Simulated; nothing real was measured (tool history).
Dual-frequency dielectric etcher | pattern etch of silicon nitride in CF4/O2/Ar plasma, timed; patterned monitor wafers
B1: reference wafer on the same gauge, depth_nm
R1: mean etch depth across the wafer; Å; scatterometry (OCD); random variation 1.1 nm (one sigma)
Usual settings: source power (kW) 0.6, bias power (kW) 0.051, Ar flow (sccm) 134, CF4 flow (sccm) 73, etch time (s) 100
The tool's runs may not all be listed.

Run 1, hour 0: usual settings; B1 180.9. Result: R1 1955 Å.
Run 2, hour 52.3: usual settings; B1 181. Result: R1 1969 Å.
At hour 215.3: Ar flow controller replaced.
Run 3, hour 259.2: usual settings; B1 180.9. Result: R1 1966 Å.
Run 4, hour 289.9: usual settings; B1 181. Result: R1 1934 Å.
At hour 312.9: bias power generator calibrated.
At hour 345.5: wet clean of the chamber.
Run 5, hour 354.5: usual settings; B1 181.1. Result: R1 1984 Å.
Run 6, hour 416.8: usual settings; B1 180.9. Result: R1 1975 Å.
At hour 423.7: source power generator calibrated.
Run 7, hour 484.8: usual settings; B1 181.1. Result: R1 1958 Å.
Run 8, hour 521.2: usual settings but Ar flow (sccm) 100, CF4 flow (sccm) 59, etch time (s) 128.5; B1 180.9. Result: R1 2618 Å.
Run 9, hour 565.2: usual settings but CF4 flow (sccm) 68, etch time (s) 128; B1 181. Result: R1 2502 Å.
Run 10, hour 601.1: usual settings; B1 180.8. Result: R1 1974 Å.
At hour 670.9: upper electrode replaced.
Run 11, hour 671.4: usual settings but Ar flow (sccm) 165; B1 181. Result: R1 1869 Å.
Run 12, hour 680.9: usual settings but source power (kW) 0.71, etch time (s) 77; B1 180.9. Result: R1 1780 Å.
Run 13, hour 729.9: usual settings; B1 181. Result: R1 1972 Å.
Run 14, hour 775.4: usual settings; B1 181. Result: R1 1937 Å.
Run 15, hour 826.1: usual settings but Ar flow (sccm) 164, CF4 flow (sccm) 90; B1 181.1. Result: R1 1922 Å.
Run 16, hour 893: usual settings but etch time (s) 85; B1 181.3. Result: R1 1655 Å.
Run 17, hour 959.7: usual settings but Ar flow (sccm) 109, etch time (s) 121; B1 180.7. Result: R1 2474 Å.
Run 18, hour 1005.3: usual settings but CF4 flow (sccm) 89; B1 180.8. Result: R1 1994 Å.
At hour 1065.8: wet clean of the chamber.
Run 19, hour 1072.2: usual settings; B1 181.3. Result: R1 1992 Å.
Run 20, hour 1134.6: usual settings but bias power (kW) 0.057, Ar flow (sccm) 164, CF4 flow (sccm) 87; B1 181. Result: R1 2017 Å.
Run 21, hour 1190.2: usual settings but Ar flow (sccm) 122; B1 180.9. Result: R1 2001 Å.
Run 22, hour 1231.4: usual settings but Ar flow (sccm) 102; B1 180.9. Result: R1 2101 Å.

3 ways to go on from here, each from the tool as it stands after run 22. What would each give?
Run A, hour 1231.8: usual settings but Ar flow (sccm) 150; B1 ?. Result: R1 ?.
Run B, hour 1231.8: usual settings but Ar flow (sccm) 162, etch time (s) 129.5; B1 ?. Result: R1 ?.
Run C, hour 1231.8: usual settings but etch time (s) 122.5; B1 ?. Result: R1 ?.

run   B1    R1
  A  181  1936
  B  181  2468
  C  181  2426
Without the tool's hidden state the same runs would have given:
run    R1
  A  1949
  B  2485
  C  2443

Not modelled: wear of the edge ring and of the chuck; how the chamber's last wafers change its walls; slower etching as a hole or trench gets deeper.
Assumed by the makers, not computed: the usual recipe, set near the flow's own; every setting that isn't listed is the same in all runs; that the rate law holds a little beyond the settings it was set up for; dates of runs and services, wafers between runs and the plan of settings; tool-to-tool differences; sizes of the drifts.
